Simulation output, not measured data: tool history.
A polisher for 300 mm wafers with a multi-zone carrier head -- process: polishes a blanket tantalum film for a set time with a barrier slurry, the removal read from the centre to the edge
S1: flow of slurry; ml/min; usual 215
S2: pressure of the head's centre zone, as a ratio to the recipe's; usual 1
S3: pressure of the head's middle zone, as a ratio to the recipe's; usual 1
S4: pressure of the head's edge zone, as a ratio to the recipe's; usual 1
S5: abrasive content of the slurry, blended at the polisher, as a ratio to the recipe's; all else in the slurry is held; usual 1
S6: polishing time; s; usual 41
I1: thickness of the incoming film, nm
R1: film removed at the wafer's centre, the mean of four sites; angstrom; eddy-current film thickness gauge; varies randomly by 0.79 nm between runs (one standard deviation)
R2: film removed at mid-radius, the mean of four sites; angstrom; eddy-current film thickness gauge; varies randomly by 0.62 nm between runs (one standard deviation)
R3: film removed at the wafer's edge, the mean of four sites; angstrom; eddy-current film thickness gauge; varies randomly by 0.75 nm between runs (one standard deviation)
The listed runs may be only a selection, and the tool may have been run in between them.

Run 1, hour 0: usual settings but S1 150 ml/min, S2 1.05; I1 442.7. Result: R1 509 angstrom, R2 497 angstrom, R3 500 angstrom.
Run 2, hour 33.8: usual settings but S2 1.08, S3 1.07, S4 1.07; I1 444.2. Result: R1 544 angstrom, R2 544 angstrom, R3 548 angstrom.
At hour 60.8: slurry nozzle cleaned.
Run 3, hour 99.9: usual settings but S3 0.97, S4 0.92, S5 0.9, S6 30 s; I1 439.2. Result: R1 402 angstrom, R2 405 angstrom, R3 380 angstrom.
Run 4, hour 160: usual settings; I1 440. Result: R1 569 angstrom, R2 571 angstrom, R3 559 angstrom.
Run 5, hour 208.1: usual settings but S1 255 ml/min, S3 0.89, S4 0.9, S6 52 s; I1 436.1. Result: R1 715 angstrom, R2 692 angstrom, R3 685 angstrom.
Run 6, hour 236.9: usual settings; I1 437.3. Result: R1 560 angstrom, R2 569 angstrom, R3 565 angstrom.
At hour 245.9: edge zone pressure recalibrated.
Run 7, hour 273.3: usual settings but S3 0.9, S5 0.85; I1 443.2. Result: R1 556 angstrom, R2 510 angstrom, R3 543 angstrom.
Run 8, hour 315.4: usual settings; I1 430.3. Result: R1 576 angstrom, R2 578 angstrom, R3 538 angstrom.
At hour 319.9: centre zone pressure recalibrated.
At hour 373.9: worn pad replaced by a new one.
Run 9, hour 381.7: usual settings; I1 443.7. Result: R1 566 angstrom, R2 562 angstrom, R3 548 angstrom.
Run 10, hour 430.4: usual settings but S1 140 ml/min, S2 0.91, S3 0.9; I1 437. Result: R1 465 angstrom, R2 486 angstrom, R3 516 angstrom.
Run 11, hour 497.2: usual settings but S5 0.8, S6 54 s; I1 440.3. Result: R1 672 angstrom, R2 685 angstrom, R3 664 angstrom.
At hour 534.6: slurry nozzle cleaned.
Run 12, hour 541.7: usual settings; I1 443.4. Result: R1 575 angstrom, R2 576 angstrom, R3 568 angstrom.
Run 13, hour 607.3: usual settings but S3 1.1, S6 51 s; I1 440.1. Result: R1 713 angstrom, R2 764 angstrom, R3 675 angstrom.
Run 14, hour 658.1: usual settings but S2 0.96, S4 1.09, S5 0.85; I1 442.6. Result: R1 525 angstrom, R2 551 angstrom, R3 558 angstrom.
Run 15, hour 684.2: usual settings; I1 436.1. Result: R1 556 angstrom, R2 566 angstrom, R3 552 angstrom.
Run 16, hour 726.8: usual settings; I1 433.3. Result: R1 561 angstrom, R2 570 angstrom, R3 558 angstrom.
Run 17, hour 785.6: usual settings; I1 442.1. Result: R1 565 angstrom, R2 565 angstrom, R3 543 angstrom.
At hour 818: worn pad replaced by a new one.
Run 18, hour 825.5: usual settings but S2 0.93, S3 1.11; I1 436.5. Result: R1 517 angstrom, R2 604 angstrom, R3 540 angstrom.
Run 19, hour 857.2: usual settings but S1 285 ml/min, S3 0.97, S4 1.07, S6 35 s; I1 438.6. Result: R1 494 angstrom, R2 480 angstrom, R3 509 angstrom.
Run 20, hour 902.7: usual settings but S4 0.96, S6 35 s; I1 435.9. Result: R1 457 angstrom, R2 477 angstrom, R3 466 angstrom.
Run 21, hour 955.4: usual settings but S1 185 ml/min, S2 0.9, S4 0.91, S5 0.9; I1 446.3. Result: R1 455 angstrom, R2 527 angstrom, R3 485 angstrom.
Run 22, hour 1022.7: usual settings but S1 280 ml/min, S2 1.06, S3 0.9; I1 439.3. Result: R1 598 angstrom, R2 523 angstrom, R3 553 angstrom.

For some of the steps in R1 from one run to the next: how much would appear even if the tool had no hidden state, given the settings, what came in and random variation, and how much remains for the hidden state plus any gauge scatter that the measured result and the result without hidden state don't share?
Hidden state at play: removal rate lost through wear of the pad, %; slurry flow missing at the pad, %; deviation of the centre zone's pressure from its setpoint, %; deviation of the edge zone's pressure from its setpoint, %.
Run 2 -> 3: S2 1.08 -> 1, S3 1.07 -> 0.97, S4 1.07 -> 0.92, S5 1 -> 0.9, S6 41 -> 30, slurry nozzle cleaned. R1 -142 angstrom: hidden state +53, all else -195.
Run 10 -> 11: S1 140 -> 215, S2 0.91 -> 1, S3 0.9 -> 1, S5 1 -> 0.8, S6 41 -> 54. R1 +207 angstrom: hidden state -12, all else +219.
Run 11 -> 12: S5 0.8 -> 1, S6 54 -> 41, slurry nozzle cleaned. R1 -97 angstrom: hidden state +31, all else -128.
Run 13 -> 14: S2 1 -> 0.96, S3 1.1 -> 1, S4 1 -> 1.09, S5 1 -> 0.85, S6 51 -> 41. R1 -188 angstrom: hidden state +0, all else -188.
